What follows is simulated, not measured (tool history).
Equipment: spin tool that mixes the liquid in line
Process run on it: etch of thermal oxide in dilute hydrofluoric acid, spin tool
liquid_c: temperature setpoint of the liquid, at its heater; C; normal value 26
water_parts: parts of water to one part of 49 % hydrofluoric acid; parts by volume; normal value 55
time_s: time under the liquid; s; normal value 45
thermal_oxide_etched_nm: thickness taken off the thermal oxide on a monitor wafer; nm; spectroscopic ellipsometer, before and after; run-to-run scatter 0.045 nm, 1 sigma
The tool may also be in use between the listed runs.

run,hour,liquid_c,water_parts,time_s,wafers since the last listed run,hours since the thermometer was replaced,hours since the hydrofluoric acid flow meter was replaced,hours since the gauge calibration,"read-back film thickness of the thermal oxide reference wafer, read on the same gauge (nm)",thermal_oxide_etched_nm
1,0,26,60,30,0,383.8,1374.8,386.1,130.006,3.111
2,9.7,26,55,45,105,393.5,1384.5,395.8,129.994,5.079
3,15.8,26,55,45,66,399.6,1390.6,401.9,130.021,5.121
4,25.5,26,55,45,105,409.3,1400.3,411.6,130.006,5.13
5,42.4,23,55,45,183,426.2,1417.2,428.5,129.997,4.486
6,56.3,23,55,45,150,440.1,1431.1,442.4,129.989,4.528
7,64.4,23,55,45,87,448.2,1439.2,450.5,129.981,4.464
8,76,26,55,65,125,459.8,1450.8,462.1,129.994,7.236
9,84.8,26,55,65,95,468.6,1459.6,470.9,129.991,7.323
10,94.1,26,55,65,100,477.9,1468.9,480.2,130.003,7.275
# hour 96.7: thermometer replaced
# hour 97.1: gauge calibrated
11,100.1,26,55,45,54,3.4,1474.9,3,130,5.07
12,113.2,26,55,45,142,16.5,1488,16.1,130,5.078
13,120.5,22.5,55,45,79,23.8,1495.3,23.4,129.998,4.414
14,136.5,25,55,45,173,39.8,1511.3,39.4,129.989,4.87
15,150.2,25,55,45,148,53.5,1525,53.1,130.005,4.927
16,159.9,26,55,45,105,63.2,1534.7,62.8,130.011,5.105
17,174.7,24,55,45,160,78,1549.5,77.6,130.005,4.795
18,201.9,30.5,35,60,294,105.2,1576.7,104.8,129.988,13.414
# hour 213.6: hydrofluoric acid flow meter replaced
19,218.9,24.5,80,55,173,122.2,5.3,121.8,130.004,3.58
20,227.7,30,30,20,95,131,14.1,130.6,130.002,4.582
21,243.4,21.5,70,30,170,146.7,29.8,146.3,130.019,1.993
22,254,23.5,65,45,114,157.3,40.4,156.9,129.992,3.55
23,264.7,26,45,45,116,168,51.1,167.6,129.994,5.77
24,279.3,24,55,45,158,182.6,65.7,182.2,129.985,4.306
25,289.1,26,55,45,106,192.4,75.5,192,130.012,4.664
26,302.9,26,55,45,149,206.2,89.3,205.8,129.986,4.722
27,316.4,30.5,85,45,146,219.7,102.8,219.3,130.011,3.409
28,322.6,23.5,30,30,67,225.9,109,225.5,129.999,5.32
29,335.1,26,65,65,135,238.4,121.5,238,129.985,5.636
30,347.3,26,55,45,132,250.6,133.7,250.2,130.001,4.665
31,360.3,29.5,75,65,140,263.6,146.7,263.2,130,5.562
32,368.7,26,55,45,91,272,155.1,271.6,130.011,4.681
33,379.2,26,55,45,113,282.5,165.6,282.1,129.99,4.646
34,387.4,26,55,45,88,290.7,173.8,290.3,130.007,4.77
35,399.6,22,45,60,132,302.9,186,302.5,129.993,6.558

What if the next run were any one of these 3? Each begins from the tool's condition after run 35:
A,400,26,55,45,4,303.3,186.4,302.9,?,?
B,400,27.5,65,25,4,303.3,186.4,302.9,?,?
C,400,31,25,65,4,303.3,186.4,302.9,?,?

run,"read-back film thickness of the thermal oxide reference wafer, read on the same gauge (nm)",thermal_oxide_etched_nm
A,130.005,4.69
B,130.005,2.309
C,130.005,19.037
With no hidden state in the tool, these same runs would have given:
run,thermal_oxide_etched_nm
A,4.565
B,2.247
C,18.546
